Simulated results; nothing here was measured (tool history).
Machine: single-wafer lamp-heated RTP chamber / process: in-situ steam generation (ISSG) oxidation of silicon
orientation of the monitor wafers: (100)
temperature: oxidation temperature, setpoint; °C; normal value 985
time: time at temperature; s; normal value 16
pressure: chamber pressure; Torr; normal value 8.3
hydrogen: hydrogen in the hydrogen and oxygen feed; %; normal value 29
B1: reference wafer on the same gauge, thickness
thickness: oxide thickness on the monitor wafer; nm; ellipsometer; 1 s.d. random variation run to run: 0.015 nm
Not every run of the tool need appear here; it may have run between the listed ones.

run 1 hour=0.0 | temperature=985 time=16 pressure=8.3 hydrogen=29 | B1=5.064 | thickness=5.335
run 2 hour=91.1 | temperature=985 time=16 pressure=8.3 hydrogen=29 | B1=5.060 | thickness=5.355
run 3 hour=165.6 | temperature=985 time=16 pressure=8.3 hydrogen=29 | B1=5.059 | thickness=5.379
run 4 hour=231.0 | temperature=985 time=15 pressure=8.3 hydrogen=29 | B1=5.066 | thickness=5.219
run 5 hour=303.7 | temperature=985 time=18 pressure=8.3 hydrogen=24 | B1=5.059 | thickness=5.354
run 6 hour=352.0 | temperature=985 time=18 pressure=8.3 hydrogen=24 | B1=5.060 | thickness=5.407
run 7 hour=405.5 | temperature=1005 time=16 pressure=8.9 hydrogen=29 | B1=5.061 | thickness=5.787
-- hour=481.0 gauge calibrated
run 8 hour=497.6 | temperature=985 time=12 pressure=8.3 hydrogen=29 | B1=5.053 | thickness=4.788
-- hour=513.6 pyrometer window cleaned and pyrometer calibrated
run 9 hour=537.8 | temperature=985 time=18 pressure=8.3 hydrogen=24 | B1=5.058 | thickness=5.349
run 10 hour=586.3 | temperature=985 time=16 pressure=8.3 hydrogen=32 | B1=5.058 | thickness=5.480
run 11 hour=631.0 | temperature=985 time=16 pressure=8.3 hydrogen=29 | B1=5.064 | thickness=5.328
run 12 hour=702.0 | temperature=985 time=16 pressure=8.3 hydrogen=29 | B1=5.062 | thickness=5.347
run 13 hour=760.3 | temperature=985 time=14 pressure=8.3 hydrogen=21 | B1=5.062 | thickness=4.669
run 14 hour=854.9 | temperature=985 time=13 pressure=8.9 hydrogen=21 | B1=5.066 | thickness=4.500
run 15 hour=908.8 | temperature=985 time=16 pressure=8.3 hydrogen=29 | B1=5.059 | thickness=5.354
run 16 hour=971.9 | temperature=993 time=16 pressure=8.3 hydrogen=29 | B1=5.061 | thickness=5.531
-- hour=1023.1 hydrogen flow controller replaced
run 17 hour=1034.1 | temperature=994 time=12 pressure=8.3 hydrogen=20 | B1=5.064 | thickness=4.456
run 18 hour=1114.3 | temperature=999 time=21 pressure=8.9 hydrogen=32 | B1=5.059 | thickness=6.520
-- hour=1157.4 pyrometer window cleaned and pyrometer calibrated
run 19 hour=1175.8 | temperature=985 time=14 pressure=8.3 hydrogen=29 | B1=5.060 | thickness=5.046
run 20 hour=1213.6 | temperature=985 time=21 pressure=7.8 hydrogen=21 | B1=5.061 | thickness=5.562
run 21 hour=1256.8 | temperature=977 time=19 pressure=8.3 hydrogen=29 | B1=5.062 | thickness=5.549
run 22 hour=1313.2 | temperature=985 time=18 pressure=8.3 hydrogen=24 | B1=5.058 | thickness=5.349
run 23 hour=1393.7 | temperature=968 time=13 pressure=9.5 hydrogen=20 | B1=5.059 | thickness=4.165
run 24 hour=1472.3 | temperature=985 time=16 pressure=8.3 hydrogen=20 | B1=5.064 | thickness=4.897
run 25 hour=1567.5 | temperature=985 time=16 pressure=8.3 hydrogen=29 | B1=5.061 | thickness=5.366
run 26 hour=1613.8 | temperature=985 time=16 pressure=8.3 hydrogen=29 | B1=5.057 | thickness=5.360
run 27 hour=1668.2 | temperature=990 time=16 pressure=9.7 hydrogen=24 | B1=5.058 | thickness=5.118
run 28 hour=1743.9 | temperature=999 time=10 pressure=7.4 hydrogen=22 | B1=5.063 | thickness=4.319
-- hour=1785.8 pyrometer window cleaned and pyrometer calibrated
run 29 hour=1811.0 | temperature=966 time=12 pressure=7.2 hydrogen=19 | B1=5.065 | thickness=4.033
run 30 hour=1849.3 | temperature=985 time=16 pressure=8.3 hydrogen=29 | B1=5.059 | thickness=5.349

How would selected steps in thickness from run to run divide? Give the signed amount a tool lacking its hidden state would still show from settings, what came in and random variation, and the signed amount left for the hidden state, including any gauge scatter that is not in both of the compared results.
Hidden conditions of the tool in this case: true wafer temperature minus pyrometer reading, K; true pressure minus gauge reading, Torr; deviation of the hydrogen flow from its setpoint, %; gauge reads high (%).
Run 8 -> 9: time 12 -> 18, hydrogen 29 -> 24, pyrometer window cleaned and pyrometer calibrated. thickness +0.561 nm: hidden state -0.056, all else +0.617.
Run 17 -> 18: temperature 994 -> 999, time 12 -> 21, pressure 8.3 -> 8.9, hydrogen 20 -> 32. thickness +2.064 nm: hidden state +0.045, all else +2.019.
Run 18 -> 19: temperature 999 -> 985, time 21 -> 14, pressure 8.9 -> 8.3, hydrogen 32 -> 29, pyrometer window cleaned and pyrometer calibrated. thickness -1.474 nm: hidden state -0.074, all else -1.400.
Run 29 -> 30: temperature 966 -> 985, time 12 -> 16, pressure 7.2 -> 8.3, hydrogen 19 -> 29. thickness +1.316 nm: hidden state +0.002, all else +1.314.
